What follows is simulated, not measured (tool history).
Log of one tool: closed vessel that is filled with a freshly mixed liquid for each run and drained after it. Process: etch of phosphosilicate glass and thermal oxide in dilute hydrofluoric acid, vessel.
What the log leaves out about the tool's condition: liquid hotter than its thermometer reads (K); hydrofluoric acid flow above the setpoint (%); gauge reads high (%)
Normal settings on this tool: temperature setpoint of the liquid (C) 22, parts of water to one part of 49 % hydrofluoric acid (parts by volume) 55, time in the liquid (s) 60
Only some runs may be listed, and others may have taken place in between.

| run | hour | temperature setpoint of the liquid (C) | parts of water to one part of 49 % hydrofluoric acid (parts by volume) | time in the liquid (s) | wafers since the last listed run | hours since the thermometer was replaced | hours since the hydrofluoric acid flow meter was replaced | hours since the gauge calibration | read-back film thickness of the phosphosilicate glass reference wafer, read on the same gauge (nm) | read-back film thickness of the thermal oxide reference wafer, read on the same gauge (nm) | thickness taken off the phosphosilicate glass on a monitor wafer (Å) | thickness taken off the thermal oxide on a monitor wafer (Å) |
|---|---|---|---|---|---|---|---|---|---|---|---|---|
| 1 | 0 | 22 | 75 | 60 | 0 | 2386.7 | 163.4 | 4 | 150.02 | 120.01 | 826.5 | 36.4 |
| 2 | 65.2 | 22 | 30 | 60 | 7275 | 2451.9 | 228.6 | 69.2 | 149.98 | 120 | 2231.1 | 96.5 |
| 3 | 117.3 | 22 | 30 | 60 | 5813 | 2504 | 280.7 | 121.3 | 149.99 | 120.01 | 2224.7 | 97.1 |
| 4 | 157.7 | 22 | 55 | 60 | 4507 | 2544.4 | 321.1 | 161.7 | 150 | 120 | 1185.7 | 51.7 |
| 5 | 188 | 22 | 55 | 85 | 3380 | 2574.7 | 351.4 | 192 | 149.99 | 120.02 | 1692.5 | 74.6 |
|  | 218.9 | thermometer replaced |
| 6 | 250.5 | 22 | 55 | 85 | 6862 | 31.6 | 413.9 | 254.5 | 150.01 | 119.99 | 1707.4 | 73.8 |
| 7 | 290.6 | 22 | 55 | 85 | 4474 | 71.7 | 454 | 294.6 | 150 | 120.04 | 1714.1 | 75.9 |
| 8 | 330.9 | 22 | 55 | 60 | 4496 | 112 | 494.3 | 334.9 | 150.02 | 120.01 | 1225.7 | 52.9 |
|  | 364.8 | hydrofluoric acid flow meter replaced |
| 9 | 393.6 | 22 | 55 | 60 | 6884 | 174.7 | 28.8 | 397.6 | 150 | 119.99 | 1333.4 | 57.2 |
| 10 | 428.4 | 27 | 30 | 75 | 3883 | 209.5 | 63.6 | 432.4 | 150.01 | 120.02 | 3833.7 | 167.5 |
| 11 | 472.7 | 23.5 | 55 | 60 | 4943 | 253.8 | 107.9 | 476.7 | 149.98 | 119.99 | 1409.1 | 61.5 |
|  | 484.3 | hydrofluoric acid flow meter replaced, repeated, since the last time left the tool worse |
|  | 491.8 | gauge calibrated |
| 12 | 538.7 | 25.5 | 45 | 50 | 7252 | 319.8 | 54.4 | 46.9 | 149.99 | 119.99 | 1379.4 | 59.2 |
| 13 | 579.1 | 22 | 75 | 60 | 4507 | 360.2 | 94.8 | 87.3 | 150 | 119.99 | 838.2 | 35.9 |
| 14 | 621.8 | 19 | 55 | 70 | 4764 | 402.9 | 137.5 | 130 | 150 | 119.99 | 1177.4 | 52.4 |
| 15 | 651.1 | 22 | 55 | 60 | 3269 | 432.2 | 166.8 | 159.3 | 150.02 | 119.98 | 1185.1 | 50.7 |
| 16 | 677.2 | 22 | 55 | 45 | 2912 | 458.3 | 192.9 | 185.4 | 150.01 | 119.99 | 892.3 | 38.8 |

What if the next run were any one of these 3? Each begins from the tool's condition after run 16:
| A | 677.9 | 22 | 55 | 60 | 78 | 459 | 193.6 | 186.1 | ? | ? | ? | ? |
| B | 677.9 | 24.5 | 55 | 80 | 78 | 459 | 193.6 | 186.1 | ? | ? | ? | ? |
| C | 677.9 | 26 | 45 | 60 | 78 | 459 | 193.6 | 186.1 | ? | ? | ? | ? |

| run | read-back film thickness of the phosphosilicate glass reference wafer, read on the same gauge (nm) | read-back film thickness of the thermal oxide reference wafer, read on the same gauge (nm) | thickness taken off the phosphosilicate glass on a monitor wafer (Å) | thickness taken off the thermal oxide on a monitor wafer (Å) |
|---|---|---|---|---|
| A | 150.01 | 120.03 | 1182 | 51.1 |
| B | 150.01 | 120.03 | 1747.4 | 75.5 |
| C | 150.01 | 120.03 | 1725.7 | 74.6 |
Without the tool's hidden state the same runs would have given:
| run | thickness taken off the phosphosilicate glass on a monitor wafer (Å) | thickness taken off the thermal oxide on a monitor wafer (Å) |
|---|---|---|
| A | 1143.9 | 49.5 |
| B | 1690.9 | 73.1 |
| C | 1670.4 | 72.2 |

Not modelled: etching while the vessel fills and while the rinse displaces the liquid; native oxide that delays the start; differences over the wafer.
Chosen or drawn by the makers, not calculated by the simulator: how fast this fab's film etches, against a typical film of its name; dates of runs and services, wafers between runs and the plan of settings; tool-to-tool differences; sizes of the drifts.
